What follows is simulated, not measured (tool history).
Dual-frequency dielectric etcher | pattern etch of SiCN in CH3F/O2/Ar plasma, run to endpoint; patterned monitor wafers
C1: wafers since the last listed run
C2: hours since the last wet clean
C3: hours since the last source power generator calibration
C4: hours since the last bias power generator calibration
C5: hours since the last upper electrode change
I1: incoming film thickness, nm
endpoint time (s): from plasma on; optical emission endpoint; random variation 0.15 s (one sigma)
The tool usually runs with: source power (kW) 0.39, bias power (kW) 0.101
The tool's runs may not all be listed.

{"run": 1, "hour": 0.0, "source power (kW)": 0.39, "bias power (kW)": 0.115, "C1": 0, "C2": 355.8, "C3": 4504.8, "C4": 3044, "C5": 3002.1, "I1": 8.1, "endpoint time (s)": 18.6}
{"run": 2, "hour": 16.1, "source power (kW)": 0.39, "bias power (kW)": 0.115, "C1": 151, "C2": 371.9, "C3": 4520.9, "C4": 3060.1, "C5": 3018.2, "I1": 8.05, "endpoint time (s)": 18.3}
{"run": 3, "hour": 32.4, "source power (kW)": 0.39, "bias power (kW)": 0.115, "C1": 153, "C2": 388.2, "C3": 4537.2, "C4": 3076.4, "C5": 3034.5, "I1": 8.09, "endpoint time (s)": 18.7}
{"run": 4, "hour": 45.4, "source power (kW)": 0.39, "bias power (kW)": 0.101, "C1": 122, "C2": 401.2, "C3": 4550.2, "C4": 3089.4, "C5": 3047.5, "I1": 8.13, "endpoint time (s)": 18.9}
{"run": 5, "hour": 53.5, "source power (kW)": 0.39, "bias power (kW)": 0.101, "C1": 76, "C2": 409.3, "C3": 4558.3, "C4": 3097.5, "C5": 3055.6, "I1": 8.02, "endpoint time (s)": 18.8}
{"run": 6, "hour": 69.4, "source power (kW)": 0.39, "bias power (kW)": 0.082, "C1": 149, "C2": 425.2, "C3": 4574.2, "C4": 3113.4, "C5": 3071.5, "I1": 8.16, "endpoint time (s)": 19.8}
{"run": 7, "hour": 79.3, "source power (kW)": 0.39, "bias power (kW)": 0.082, "C1": 93, "C2": 435.1, "C3": 4584.1, "C4": 3123.3, "C5": 3081.4, "I1": 8.07, "endpoint time (s)": 19.4}
{"run": 8, "hour": 94.8, "source power (kW)": 0.39, "bias power (kW)": 0.082, "C1": 146, "C2": 450.6, "C3": 4599.6, "C4": 3138.8, "C5": 3096.9, "I1": 8.06, "endpoint time (s)": 19.5}
{"run": 9, "hour": 112.3, "source power (kW)": 0.39, "bias power (kW)": 0.101, "C1": 165, "C2": 468.1, "C3": 4617.1, "C4": 3156.3, "C5": 3114.4, "I1": 8.12, "endpoint time (s)": 19.1}
{"hour": 137.4, "done": "source power generator calibrated"}
{"hour": 138.3, "done": "wet clean of the chamber"}
{"run": 10, "hour": 138.8, "source power (kW)": 0.39, "bias power (kW)": 0.101, "C1": 203, "C2": 0.5, "C3": 1.4, "C4": 3182.8, "C5": 3140.9, "I1": 8.07, "endpoint time (s)": 18.7}
{"run": 11, "hour": 139.8, "source power (kW)": 0.39, "bias power (kW)": 0.101, "C1": 9, "C2": 1.5, "C3": 2.4, "C4": 3183.8, "C5": 3141.9, "I1": 8.05, "endpoint time (s)": 18.9}
{"hour": 177.7, "done": "upper electrode replaced"}
{"run": 12, "hour": 190.8, "source power (kW)": 0.39, "bias power (kW)": 0.101, "C1": 254, "C2": 52.5, "C3": 53.4, "C4": 3234.8, "C5": 13.1, "I1": 8.1, "endpoint time (s)": 18.9}
{"run": 13, "hour": 206.5, "source power (kW)": 0.39, "bias power (kW)": 0.101, "C1": 148, "C2": 68.2, "C3": 69.1, "C4": 3250.5, "C5": 28.8, "I1": 8.15, "endpoint time (s)": 18.9}
{"run": 14, "hour": 217.4, "source power (kW)": 0.34, "bias power (kW)": 0.087, "C1": 102, "C2": 79.1, "C3": 80, "C4": 3261.4, "C5": 39.7, "I1": 8.08, "endpoint time (s)": 20.5}
{"run": 15, "hour": 223.5, "source power (kW)": 0.46, "bias power (kW)": 0.095, "C1": 57, "C2": 85.2, "C3": 86.1, "C4": 3267.5, "C5": 45.8, "I1": 8.07, "endpoint time (s)": 17.9}
{"hour": 232.3, "done": "bias power generator calibrated"}
{"run": 16, "hour": 235.8, "source power (kW)": 0.3, "bias power (kW)": 0.086, "C1": 78, "C2": 97.5, "C3": 98.4, "C4": 3.5, "C5": 58.1, "I1": 8.16, "endpoint time (s)": 21.9}
{"run": 17, "hour": 253.6, "source power (kW)": 0.39, "bias power (kW)": 0.115, "C1": 167, "C2": 115.3, "C3": 116.2, "C4": 21.3, "C5": 75.9, "I1": 8.07, "endpoint time (s)": 18.4}
{"run": 18, "hour": 271.1, "source power (kW)": 0.39, "bias power (kW)": 0.101, "C1": 165, "C2": 132.8, "C3": 133.7, "C4": 38.8, "C5": 93.4, "I1": 8.07, "endpoint time (s)": 19}
{"run": 19, "hour": 279.8, "source power (kW)": 0.46, "bias power (kW)": 0.113, "C1": 82, "C2": 141.5, "C3": 142.4, "C4": 47.5, "C5": 102.1, "I1": 8.1, "endpoint time (s)": 17.8}
{"run": 20, "hour": 321.2, "source power (kW)": 0.39, "bias power (kW)": 0.082, "C1": 390, "C2": 182.9, "C3": 183.8, "C4": 88.9, "C5": 143.5, "I1": 8.09, "endpoint time (s)": 19.7}
{"run": 21, "hour": 329.7, "source power (kW)": 0.35, "bias power (kW)": 0.088, "C1": 80, "C2": 191.4, "C3": 192.3, "C4": 97.4, "C5": 152, "I1": 8.09, "endpoint time (s)": 19.9}
{"run": 22, "hour": 341.0, "source power (kW)": 0.48, "bias power (kW)": 0.111, "C1": 106, "C2": 202.7, "C3": 203.6, "C4": 108.7, "C5": 163.3, "I1": 8.09, "endpoint time (s)": 17.1}
{"run": 23, "hour": 354.2, "source power (kW)": 0.44, "bias power (kW)": 0.101, "C1": 124, "C2": 215.9, "C3": 216.8, "C4": 121.9, "C5": 176.5, "I1": 8.14, "endpoint time (s)": 18.2}
{"run": 24, "hour": 368.8, "source power (kW)": 0.31, "bias power (kW)": 0.079, "C1": 137, "C2": 230.5, "C3": 231.4, "C4": 136.5, "C5": 191.1, "I1": 8.11, "endpoint time (s)": 21.6}
{"run": 25, "hour": 376.2, "source power (kW)": 0.46, "bias power (kW)": 0.124, "C1": 69, "C2": 237.9, "C3": 238.8, "C4": 143.9, "C5": 198.5, "I1": 8.09, "endpoint time (s)": 17.1}

Run 26 is up next; what results do you expect?
{"run": 26, "hour": 393.9, "source power (kW)": 0.42, "bias power (kW)": 0.116, "C1": 166, "C2": 255.6, "C3": 256.5, "C4": 161.6, "C5": 216.2, "I1": 8.15, "endpoint time (s)": "?"}

{"run 26": {"endpoint time (s)": 17.9}}
With no hidden state in the tool, this same run would have given endpoint time (s) 17.9.
